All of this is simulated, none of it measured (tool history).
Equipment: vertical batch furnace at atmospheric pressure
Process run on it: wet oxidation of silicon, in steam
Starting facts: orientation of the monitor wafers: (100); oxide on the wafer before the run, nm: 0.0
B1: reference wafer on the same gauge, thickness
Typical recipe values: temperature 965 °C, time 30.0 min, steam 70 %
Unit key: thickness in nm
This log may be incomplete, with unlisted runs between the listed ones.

{"run": 1, "hour": 0.0, "temperature": 965, "time": 30.0, "steam": 70, "B1": 158.26, "thickness": 135.37}
{"run": 2, "hour": 77.0, "temperature": 965, "time": 24.0, "steam": 67, "B1": 157.81, "thickness": 106.92}
{"run": 3, "hour": 174.1, "temperature": 965, "time": 30.0, "steam": 70, "B1": 157.68, "thickness": 133.91}
{"run": 4, "hour": 263.9, "temperature": 965, "time": 30.0, "steam": 70, "B1": 158.04, "thickness": 135.06}
{"run": 5, "hour": 313.3, "temperature": 965, "time": 30.0, "steam": 70, "B1": 158.17, "thickness": 135.19}
{"run": 6, "hour": 398.5, "temperature": 965, "time": 30.0, "steam": 70, "B1": 157.95, "thickness": 134.79}
{"run": 7, "hour": 460.2, "temperature": 956, "time": 30.0, "steam": 77, "B1": 157.9, "thickness": 131.31}
{"run": 8, "hour": 624.4, "temperature": 956, "time": 30.0, "steam": 77, "B1": 158.15, "thickness": 131.37}
{"run": 9, "hour": 667.6, "temperature": 956, "time": 30.0, "steam": 77, "B1": 157.83, "thickness": 130.86}
{"run": 10, "hour": 724.5, "temperature": 948, "time": 30.0, "steam": 70, "B1": 157.83, "thickness": 108.4}
{"run": 11, "hour": 811.5, "temperature": 965, "time": 30.0, "steam": 70, "B1": 157.87, "thickness": 133.98}
{"run": 12, "hour": 908.0, "temperature": 965, "time": 30.0, "steam": 70, "B1": 157.97, "thickness": 134.05}
{"run": 13, "hour": 974.3, "temperature": 983, "time": 30.0, "steam": 70, "B1": 158.31, "thickness": 164.36}
{"hour": 1172.6, "done": "steam generator serviced"}
{"run": 14, "hour": 1295.6, "temperature": 978, "time": 30.0, "steam": 70, "B1": 157.97, "thickness": 160.64}
{"run": 15, "hour": 1392.3, "temperature": 978, "time": 30.0, "steam": 70, "B1": 158.04, "thickness": 158.0}
{"run": 16, "hour": 1477.6, "temperature": 978, "time": 30.0, "steam": 70, "B1": 158.2, "thickness": 159.02}
{"hour": 1560.7, "done": "gauge calibrated"}
{"run": 17, "hour": 1579.9, "temperature": 965, "time": 30.0, "steam": 70, "B1": 157.84, "thickness": 137.5}
{"run": 18, "hour": 1620.7, "temperature": 965, "time": 30.0, "steam": 70, "B1": 158.01, "thickness": 136.42}
{"run": 19, "hour": 1663.0, "temperature": 950, "time": 30.0, "steam": 70, "B1": 157.98, "thickness": 114.24}
{"run": 20, "hour": 1768.1, "temperature": 944, "time": 15.5, "steam": 78, "B1": 157.67, "thickness": 64.07}
{"run": 21, "hour": 1812.4, "temperature": 988, "time": 30.0, "steam": 59, "B1": 158.19, "thickness": 151.78}
{"run": 22, "hour": 1860.5, "temperature": 989, "time": 21.0, "steam": 70, "B1": 158.07, "thickness": 131.57}
{"run": 23, "hour": 1952.8, "temperature": 965, "time": 30.0, "steam": 70, "B1": 157.93, "thickness": 136.76}
{"run": 24, "hour": 2116.6, "temperature": 974, "time": 16.5, "steam": 67, "B1": 158.06, "thickness": 85.15}
{"run": 25, "hour": 2205.2, "temperature": 965, "time": 40.0, "steam": 70, "B1": 158.13, "thickness": 173.31}
{"run": 26, "hour": 2310.5, "temperature": 943, "time": 30.0, "steam": 70, "B1": 157.74, "thickness": 103.71}
{"run": 27, "hour": 2400.1, "temperature": 965, "time": 41.0, "steam": 70, "B1": 158.24, "thickness": 175.9}
{"hour": 2566.3, "done": "thermocouples replaced and temperature profile calibrated"}
{"run": 28, "hour": 2658.6, "temperature": 947, "time": 30.0, "steam": 70, "B1": 158.1, "thickness": 108.8}
{"run": 29, "hour": 2727.4, "temperature": 965, "time": 26.0, "steam": 70, "B1": 157.99, "thickness": 118.77}
{"run": 30, "hour": 2802.3, "temperature": 965, "time": 30.0, "steam": 70, "B1": 157.98, "thickness": 134.18}
{"run": 31, "hour": 2899.6, "temperature": 965, "time": 35.5, "steam": 70, "B1": 158.03, "thickness": 155.31}

What will run 32 give?
{"run": 32, "hour": 2958.5, "temperature": 965, "time": 44.5, "steam": 74, "B1": "?", "thickness": "?"}

Run 32 came out at B1 158.31, thickness 196.47 nm.
Had the tool carried no hidden state, the very same run would have given thickness 203.47 nm.
